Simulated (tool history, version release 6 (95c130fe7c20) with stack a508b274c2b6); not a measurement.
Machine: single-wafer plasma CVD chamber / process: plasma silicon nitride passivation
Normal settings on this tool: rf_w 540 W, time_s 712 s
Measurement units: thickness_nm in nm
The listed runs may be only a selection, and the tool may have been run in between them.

| run | hour | rf_w | time_s | read-back reference wafer on the same gauge, thickness_nm | thickness_nm |
|---|---|---|---|---|---|
| 1 | 0 | 540 | 712 | 1180.455 | 1087.705 |
| 2 | 28.3 | 540 | 712 | 1183.048 | 1085.359 |
| 3 | 68.2 | 540 | 712 | 1179.237 | 1085.449 |
| 4 | 104.5 | 540 | 712 | 1180.243 | 1084.236 |
| 5 | 310.9 | 540 | 712 | 1178.86 | 1076.247 |
| 6 | 358.3 | 540 | 712 | 1180.883 | 1070.816 |
| 7 | 390.2 | 540 | 712 | 1180.575 | 1064.832 |
|  | 425.8 | RF generator calibrated |
| 8 | 454.8 | 540 | 712 | 1177.978 | 1038.894 |
| 9 | 485.1 | 540 | 712 | 1178.335 | 1041.712 |
| 10 | 556.2 | 540 | 712 | 1178.8 | 1038.641 |
|  | 581.9 | showerhead replaced |
|  | 602.8 | gauge calibrated |
| 11 | 611.7 | 540 | 712 | 1179.536 | 1055.571 |
| 12 | 655.8 | 470 | 598 | 1180.332 | 816.879 |
|  | 704.6 | RF generator calibrated, repeated, since the last time left the tool worse |
| 13 | 705.1 | 460 | 712 | 1181.632 | 999.621 |
| 14 | 759.6 | 540 | 638 | 1181.479 | 989.528 |
| 15 | 866.2 | 435 | 772 | 1177.868 | 1059.034 |
| 16 | 923 | 615 | 634 | 1180.844 | 1042.772 |
| 17 | 987.9 | 540 | 712 | 1180.772 | 1096.84 |
| 18 | 1037 | 460 | 654 | 1178.853 | 916.382 |
| 19 | 1086.6 | 625 | 712 | 1180.95 | 1173.542 |
| 20 | 1132.3 | 625 | 791 | 1179.344 | 1303.991 |

What does the tool deliver on the next run?
| 21 | 1203 | 540 | 712 | ? | ? |

{"run 21": {"read-back reference wafer on the same gauge, thickness_nm": 1180.118, "thickness_nm": 1092.236}}
Without the tool's hidden state the same run would have given thickness_nm 1102.265 nm.

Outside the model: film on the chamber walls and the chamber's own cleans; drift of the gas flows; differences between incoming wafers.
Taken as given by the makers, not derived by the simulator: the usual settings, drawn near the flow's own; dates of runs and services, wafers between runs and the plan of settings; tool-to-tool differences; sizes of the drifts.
